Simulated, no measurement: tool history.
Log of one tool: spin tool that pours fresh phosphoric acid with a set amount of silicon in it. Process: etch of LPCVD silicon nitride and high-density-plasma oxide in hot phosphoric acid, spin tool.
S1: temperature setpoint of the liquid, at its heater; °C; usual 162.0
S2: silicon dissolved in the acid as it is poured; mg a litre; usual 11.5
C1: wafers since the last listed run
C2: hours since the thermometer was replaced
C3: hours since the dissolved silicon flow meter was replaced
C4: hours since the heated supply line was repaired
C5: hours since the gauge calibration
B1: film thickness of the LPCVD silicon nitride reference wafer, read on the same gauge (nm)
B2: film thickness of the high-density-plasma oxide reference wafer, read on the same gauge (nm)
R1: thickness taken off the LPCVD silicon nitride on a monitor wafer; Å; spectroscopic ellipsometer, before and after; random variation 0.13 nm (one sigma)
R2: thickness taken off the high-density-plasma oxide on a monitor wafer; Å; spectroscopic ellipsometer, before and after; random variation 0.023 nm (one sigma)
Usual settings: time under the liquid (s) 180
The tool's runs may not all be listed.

run 1 hour=0.0 | S1=162.0 S2=11.5 time_under_the_liquid_(s)=180 | C1=0 C2=712.8 C3=499.2 C4=268.9 C5=3996.7 | B1=149.99 B2=99.989 | R1=214.2 R2=3.57
run 2 hour=66.8 | S1=162.0 S2=11.5 time_under_the_liquid_(s)=290 | C1=351 C2=779.6 C3=566.0 C4=335.7 C5=4063.5 | B1=149.99 B2=100.026 | R1=344.2 R2=4.96
run 3 hour=161.7 | S1=162.0 S2=16.5 time_under_the_liquid_(s)=285 | C1=499 C2=874.5 C3=660.9 C4=430.6 C5=4158.4 | B1=149.99 B2=100.007 | R1=338.2 R2=4.56
-- hour=226.7 dissolved silicon flow meter replaced
-- hour=265.8 gauge calibrated
run 4 hour=289.8 | S1=162.0 S2=11.5 time_under_the_liquid_(s)=180 | C1=669 C2=1002.6 C3=63.1 C4=558.7 C5=24.0 | B1=149.97 B2=99.996 | R1=212.4 R2=3.37
run 5 hour=339.1 | S1=163.5 S2=11.5 time_under_the_liquid_(s)=180 | C1=259 C2=1051.9 C3=112.4 C4=608.0 C5=73.3 | B1=150.00 B2=100.006 | R1=221.7 R2=3.66
run 6 hour=432.2 | S1=159.0 S2=11.5 time_under_the_liquid_(s)=105 | C1=490 C2=1145.0 C3=205.5 C4=701.1 C5=166.4 | B1=149.98 B2=99.989 | R1=111.7 R2=1.61
run 7 hour=497.0 | S1=162.0 S2=11.5 time_under_the_liquid_(s)=105 | C1=341 C2=1209.8 C3=270.3 C4=765.9 C5=231.2 | B1=150.06 B2=99.967 | R1=122.4 R2=1.95
run 8 hour=535.9 | S1=162.0 S2=17.0 time_under_the_liquid_(s)=285 | C1=204 C2=1248.7 C3=309.2 C4=804.8 C5=270.1 | B1=149.99 B2=99.949 | R1=333.3 R2=4.25
run 9 hour=594.1 | S1=162.0 S2=11.5 time_under_the_liquid_(s)=180 | C1=306 C2=1306.9 C3=367.4 C4=863.0 C5=328.3 | B1=149.96 B2=100.008 | R1=212.5 R2=3.21
run 10 hour=630.6 | S1=161.0 S2=5.5 time_under_the_liquid_(s)=180 | C1=192 C2=1343.4 C3=403.9 C4=899.5 C5=364.8 | B1=149.98 B2=99.990 | R1=202.9 R2=3.46
run 11 hour=671.5 | S1=163.5 S2=11.5 time_under_the_liquid_(s)=180 | C1=215 C2=1384.3 C3=444.8 C4=940.4 C5=405.7 | B1=150.02 B2=99.995 | R1=221.9 R2=3.28
run 12 hour=713.8 | S1=162.0 S2=11.5 time_under_the_liquid_(s)=180 | C1=222 C2=1426.6 C3=487.1 C4=982.7 C5=448.0 | B1=149.95 B2=99.997 | R1=211.7 R2=3.07
run 13 hour=811.3 | S1=161.0 S2=11.5 time_under_the_liquid_(s)=180 | C1=513 C2=1524.1 C3=584.6 C4=1080.2 C5=545.5 | B1=149.99 B2=100.010 | R1=202.7 R2=2.82
-- hour=858.2 heated supply line repaired
-- hour=884.0 dissolved silicon flow meter replaced
run 14 hour=911.6 | S1=162.0 S2=5.5 time_under_the_liquid_(s)=180 | C1=517 C2=1624.4 C3=27.6 C4=53.4 C5=645.8 | B1=150.00 B2=99.999 | R1=215.2 R2=4.03
run 15 hour=1014.3 | S1=162.0 S2=11.5 time_under_the_liquid_(s)=180 | C1=540 C2=1727.1 C3=130.3 C4=156.1 C5=748.5 | B1=150.02 B2=100.028 | R1=214.2 R2=3.22
run 16 hour=1084.0 | S1=162.0 S2=11.5 time_under_the_liquid_(s)=105 | C1=367 C2=1796.8 C3=200.0 C4=225.8 C5=818.2 | B1=150.03 B2=100.041 | R1=124.7 R2=1.95
run 17 hour=1168.0 | S1=162.0 S2=3.5 time_under_the_liquid_(s)=230 | C1=442 C2=1880.8 C3=284.0 C4=309.8 C5=902.2 | B1=149.98 B2=99.973 | R1=271.2 R2=5.01
-- hour=1228.0 thermometer replaced
run 18 hour=1231.1 | S1=160.5 S2=11.5 time_under_the_liquid_(s)=180 | C1=327 C2=3.1 C3=347.1 C4=372.9 C5=965.3 | B1=150.00 B2=99.972 | R1=202.7 R2=2.86
run 19 hour=1301.1 | S1=161.0 S2=16.0 time_under_the_liquid_(s)=80 | C1=368 C2=73.1 C3=417.1 C4=442.9 C5=1035.3 | B1=149.99 B2=100.011 | R1=91.9 R2=1.20
run 20 hour=1577.5 | S1=162.0 S2=11.5 time_under_the_liquid_(s)=180 | C1=1455 C2=349.5 C3=693.5 C4=719.3 C5=1311.7 | B1=150.03 B2=99.994 | R1=210.8 R2=3.17
-- hour=1611.0 dissolved silicon flow meter replaced
-- hour=1818.0 heated supply line repaired
run 21 hour=1892.8 | S1=163.5 S2=6.5 time_under_the_liquid_(s)=180 | C1=1650 C2=664.8 C3=281.8 C4=74.8 C5=1627.0 | B1=149.96 B2=100.034 | R1=224.3 R2=4.32

4 ways to go on from here, each from the tool as it stands after run 21. What would each give?
run A hour=1893.3 | S1=159.0 S2=11.5 time_under_the_liquid_(s)=180 | C1=2 C2=665.3 C3=282.3 C4=75.3 C5=1627.5 | B1=? B2=? | R1=? R2=?
run B hour=1893.3 | S1=159.0 S2=11.5 time_under_the_liquid_(s)=140 | C1=2 C2=665.3 C3=282.3 C4=75.3 C5=1627.5 | B1=? B2=? | R1=? R2=?
run C hour=1893.3 | S1=162.0 S2=17.5 time_under_the_liquid_(s)=70 | C1=2 C2=665.3 C3=282.3 C4=75.3 C5=1627.5 | B1=? B2=? | R1=? R2=?
run D hour=1893.3 | S1=162.0 S2=11.5 time_under_the_liquid_(s)=260 | C1=2 C2=665.3 C3=282.3 C4=75.3 C5=1627.5 | B1=? B2=? | R1=? R2=?

run=A B1=149.98 B2=99.994 R1=194.0 R2=2.77
run=B B1=149.98 B2=99.994 R1=150.9 R2=2.15
run=C B1=149.98 B2=99.994 R1=83.4 R2=1.16
run=D B1=149.98 B2=99.994 R1=309.9 R2=4.99
Without the tool's hidden state the same runs would have given:
run=A R1=195.1 R2=2.80
run=B R1=151.8 R2=2.18
run=C R1=83.9 R2=1.17
run=D R1=311.7 R2=5.05
